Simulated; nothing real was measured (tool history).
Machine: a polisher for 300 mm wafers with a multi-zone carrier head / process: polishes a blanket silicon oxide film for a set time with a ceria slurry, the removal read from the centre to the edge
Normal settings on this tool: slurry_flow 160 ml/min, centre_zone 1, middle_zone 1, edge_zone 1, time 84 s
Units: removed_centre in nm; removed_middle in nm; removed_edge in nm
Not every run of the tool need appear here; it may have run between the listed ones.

run,hour,slurry_flow,centre_zone,middle_zone,edge_zone,time,"incoming thickness of the incoming film, nm",removed_centre,removed_middle,removed_edge
1,0,160,0.92,1.1,0.94,84,1482.5,220.3,268.2,233.1
# hour 3: slurry nozzle cleaned
2,7.8,190,1,1.08,0.94,84,1516.3,252.5,286.8,248.1
3,23,160,1,1,1,84,1520.1,245.1,257.4,250.5
4,37.4,115,0.97,1,1,84,1514.6,219.7,237.1,233.9
5,52.9,195,1.04,0.96,1,84,1519,257.2,263,256.2
# hour 67.7: carrier head's membrane replaced by a new one
6,68.2,160,0.95,1,1,84,1472.9,240,264.5,249.8
# hour 75: worn pad replaced by a new one
7,81.5,160,1,1,1.06,69,1489.2,199.8,221.1,209.5
8,91.7,120,1,1,1.11,72,1514.3,195.1,209.3,213.1
9,102.6,160,1,1,1,84,1472.6,243.3,261.7,247.1
10,113.7,160,1.11,0.91,1.07,84,1502.1,260.3,238.7,255.3
11,130.5,160,0.94,0.91,1.1,109,1483.6,303.9,311.9,332.6
12,137.1,160,1,1,1,84,1500.1,242.4,257.1,248.2
13,151,110,1.07,1,0.9,55,1503.1,149.8,151.9,143.3

What does the tool deliver on the next run?
14,159.9,160,1,0.94,1,102,1472.2,?,?,?

removed_centre: 294.3 nm
removed_middle: 300.9 nm
removed_edge: 299.3 nm
With no hidden state in the tool, this same run would have given removed_centre 299.2 nm, removed_middle 305.3 nm, removed_edge 302.5 nm.
